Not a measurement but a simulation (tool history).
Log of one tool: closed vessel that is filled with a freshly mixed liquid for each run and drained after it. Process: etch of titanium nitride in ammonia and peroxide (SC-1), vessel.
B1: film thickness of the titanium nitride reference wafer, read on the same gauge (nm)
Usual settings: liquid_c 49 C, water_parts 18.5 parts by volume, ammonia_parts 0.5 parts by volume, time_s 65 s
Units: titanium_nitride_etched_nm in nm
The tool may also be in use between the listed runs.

Run 1, hour 0: usual settings; B1 99.965. Result: titanium_nitride_etched_nm 3.683 nm.
At hour 6.6: gauge calibrated.
Run 2, hour 12.6: usual settings; B1 100.002. Result: titanium_nitride_etched_nm 3.711 nm.
Run 3, hour 32: usual settings but time_s 50 s; B1 99.994. Result: titanium_nitride_etched_nm 2.835 nm.
Run 4, hour 62.4: usual settings; B1 100.012. Result: titanium_nitride_etched_nm 3.668 nm.
Run 5, hour 80: usual settings; B1 99.997. Result: titanium_nitride_etched_nm 3.618 nm.
Run 6, hour 101.1: usual settings but liquid_c 43 C, time_s 90 s; B1 99.934. Result: titanium_nitride_etched_nm 3.288 nm.
At hour 115.8: ammonia flow meter replaced.
Run 7, hour 130.6: usual settings but liquid_c 43 C, time_s 90 s; B1 100.013. Result: titanium_nitride_etched_nm 3.269 nm.
Run 8, hour 153.8: usual settings but water_parts 24 parts by volume; B1 100.016. Result: titanium_nitride_etched_nm 3.142 nm.
At hour 158.4: new drum of ammonia solution connected.
Run 9, hour 178: usual settings but water_parts 24 parts by volume; B1 100.016. Result: titanium_nitride_etched_nm 3.16 nm.
At hour 190.5: thermometer replaced.
Run 10, hour 193.7: usual settings but time_s 75 s; B1 100.001. Result: titanium_nitride_etched_nm 4.998 nm.
Run 11, hour 209: usual settings but liquid_c 56.5 C, water_parts 27 parts by volume, ammonia_parts 0.3 parts by volume, time_s 90 s; B1 99.975. Result: titanium_nitride_etched_nm 7.369 nm.
Run 12, hour 223.6: usual settings; B1 100.013. Result: titanium_nitride_etched_nm 4.354 nm.
Run 13, hour 243.7: usual settings but liquid_c 57 C, water_parts 12.5 parts by volume, ammonia_parts 0.25 parts by volume; B1 100.021. Result: titanium_nitride_etched_nm 8.201 nm.
Run 14, hour 258.2: usual settings; B1 99.991. Result: titanium_nitride_etched_nm 4.336 nm.
Run 15, hour 271.6: usual settings but ammonia_parts 0.3 parts by volume; B1 100. Result: titanium_nitride_etched_nm 3.915 nm.
At hour 284: gauge calibrated.
Run 16, hour 300.5: usual settings but liquid_c 40 C, time_s 50 s; B1 100.014. Result: titanium_nitride_etched_nm 1.713 nm.
Run 17, hour 321.2: usual settings but ammonia_parts 0.45 parts by volume, time_s 35 s; B1 99.942. Result: titanium_nitride_etched_nm 2.263 nm.
Run 18, hour 345.7: usual settings but liquid_c 42 C, water_parts 14 parts by volume, time_s 105 s; B1 99.965. Result: titanium_nitride_etched_nm 4.88 nm.
Run 19, hour 380.9: usual settings but liquid_c 54 C, water_parts 16 parts by volume, ammonia_parts 0.75 parts by volume, time_s 40 s; B1 99.973. Result: titanium_nitride_etched_nm 4.314 nm.

What the log doesn't show, run by run:
ammonia flow below the setpoint (%): 0 in every run
ammonia solution weaker than its label (%): 0 in every run
gauge reads high (%): 0 in every run
H1: liquid colder than its thermometer reads (K)
run     H1
  1   2.47
  2   2.48
  3    2.5
  4   2.53
  5   2.55
  6   2.57
  7    2.6
  8   2.63
  9   2.65
 10  0.185
 11  0.201
 12  0.216
 13  0.237
 14  0.252
 15  0.266
 16  0.296
 17  0.318
 18  0.344
 19   0.38
